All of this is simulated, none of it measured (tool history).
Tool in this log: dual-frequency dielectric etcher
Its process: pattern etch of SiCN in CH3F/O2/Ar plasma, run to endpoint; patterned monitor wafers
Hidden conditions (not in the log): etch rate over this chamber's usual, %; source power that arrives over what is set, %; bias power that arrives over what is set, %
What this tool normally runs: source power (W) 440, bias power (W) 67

run,hour,source power (W),bias power (W),wafers since the last listed run,hours since the last wet clean,hours since the last source power generator calibration,hours since the last bias power generator calibration,hours since the last upper electrode change,"incoming incoming film thickness, nm",endpoint time (s)
1,0,440,79,0,195,3286,2677.6,2654.1,9.92,24.4
2,9.3,440,79,108,204.3,3295.3,2686.9,2663.4,10,24.6
3,17.5,440,79,96,212.5,3303.5,2695.1,2671.6,10.02,24.7
4,23.6,440,67,71,218.6,3309.6,2701.2,2677.7,9.93,25.8
5,39.8,470,61,189,234.8,3325.8,2717.4,2693.9,10.05,26.6
6,46.1,470,61,73,241.1,3332.1,2723.7,2700.2,9.93,26.2
7,53.3,470,61,84,248.3,3339.3,2730.9,2707.4,9.96,26.3
8,67,440,67,160,262,3353,2744.6,2721.1,9.95,25.9
9,74.5,440,67,87,269.5,3360.5,2752.1,2728.6,10,26.2
10,83.7,440,59,107,278.7,3369.7,2761.3,2737.8,9.98,27.1
# hour 111.9: upper electrode replaced
11,112.4,440,58,55,307.4,3398.4,2790,0.5,9.89,26.9
12,147.8,440,58,414,342.8,3433.8,2825.4,35.9,10.03,27.3
13,164.6,470,67,196,359.6,3450.6,2842.2,52.7,9.98,25
# hour 191: wet clean of the chamber
# hour 194: bias power generator calibrated
14,194.5,470,67,34,3.5,3480.5,0.5,82.6,9.96,25.9
15,196.6,500,67,24,5.6,3482.6,2.6,84.7,10.07,25.6
16,202.9,520,59,73,11.9,3488.9,8.9,91,9.97,26.2
# hour 209.9: source power generator calibrated
17,214,540,56,83,23,4.1,20,102.1,9.99,26.3
18,220.3,540,61,73,29.3,10.4,26.3,108.4,10,25.5
19,251.3,370,67,363,60.3,41.4,57.3,139.4,9.93,27.8
20,257.6,440,67,73,66.6,47.7,63.6,145.7,10.06,26.6
21,271.8,510,75,166,80.8,61.9,77.8,159.9,9.92,23.9
22,282.2,480,67,121,91.2,72.3,88.2,170.3,9.88,25.4
23,289,440,67,79,98,79.1,95,177.1,9.95,26.2
24,295.5,440,77,76,104.5,85.6,101.5,183.6,10.07,25.3
25,305.4,390,67,115,114.4,95.5,111.4,193.5,10.03,27.7

Run 26 is up next; what results do you expect?
26,319.4,440,67,163,128.4,109.5,125.4,207.5,9.93,?

endpoint time (s): 26.2
Take away the tool's hidden state, keep the run-to-run variation as it was, and the same run would have given endpoint time (s) 26.5.

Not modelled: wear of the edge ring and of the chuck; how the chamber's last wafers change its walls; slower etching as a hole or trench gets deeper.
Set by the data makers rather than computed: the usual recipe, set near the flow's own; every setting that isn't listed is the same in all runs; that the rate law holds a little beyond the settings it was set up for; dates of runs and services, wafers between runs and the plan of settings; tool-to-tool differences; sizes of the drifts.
